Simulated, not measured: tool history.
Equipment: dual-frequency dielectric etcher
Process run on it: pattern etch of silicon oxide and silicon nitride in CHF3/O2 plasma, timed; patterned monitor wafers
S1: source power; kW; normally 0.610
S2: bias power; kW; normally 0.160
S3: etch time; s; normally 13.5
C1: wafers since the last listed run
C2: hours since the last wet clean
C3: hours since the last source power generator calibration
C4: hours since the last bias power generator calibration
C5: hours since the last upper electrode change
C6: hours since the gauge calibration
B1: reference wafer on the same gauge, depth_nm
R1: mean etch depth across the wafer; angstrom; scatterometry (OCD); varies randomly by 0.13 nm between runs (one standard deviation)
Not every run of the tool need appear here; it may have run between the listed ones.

run,hour,S1,S2,S3,C1,C2,C3,C4,C5,C6,B1,R1
1,0.0,0.610,0.138,13.5,0,63.0,3527.4,1498.1,1359.2,256.2,22.12,190.0
2,44.9,0.610,0.138,13.5,636,107.9,3572.3,1543.0,1404.1,301.1,22.09,189.0
3,87.6,0.610,0.160,13.5,605,150.6,3615.0,1585.7,1446.8,343.8,22.13,198.5
4,141.6,0.730,0.160,12.5,766,204.6,3669.0,1639.7,1500.8,397.8,22.09,206.0
5,204.8,0.730,0.160,12.5,896,267.8,3732.2,1702.9,1564.0,461.0,22.10,203.6
6,251.5,0.730,0.160,12.5,662,314.5,3778.9,1749.6,1610.7,507.7,22.07,202.0
7,317.4,0.610,0.130,16.5,934,380.4,3844.8,1815.5,1676.6,573.6,22.08,221.6
8,364.7,0.610,0.130,16.5,671,427.7,3892.1,1862.8,1723.9,620.9,22.13,222.6
# hour 425.7: upper electrode replaced
9,431.0,0.610,0.130,16.5,600,494.0,3958.4,1929.1,5.3,687.2,22.10,221.4
# hour 460.5: wet clean of the chamber
10,489.8,0.610,0.160,10.5,493,29.3,4017.2,1987.9,64.1,746.0,22.09,146.8
11,551.0,0.610,0.160,10.5,868,90.5,4078.4,2049.1,125.3,807.2,22.10,148.3

Run 12 is up next; what results do you expect?
# hour 570.2: gauge calibrated
12,589.8,0.610,0.145,13.5,550,129.3,4117.2,2087.9,164.1,19.6,?,?

B1: 22.05
R1: 183.2 angstrom
Without the tool's hidden state the same run would have given R1 194.5 angstrom.
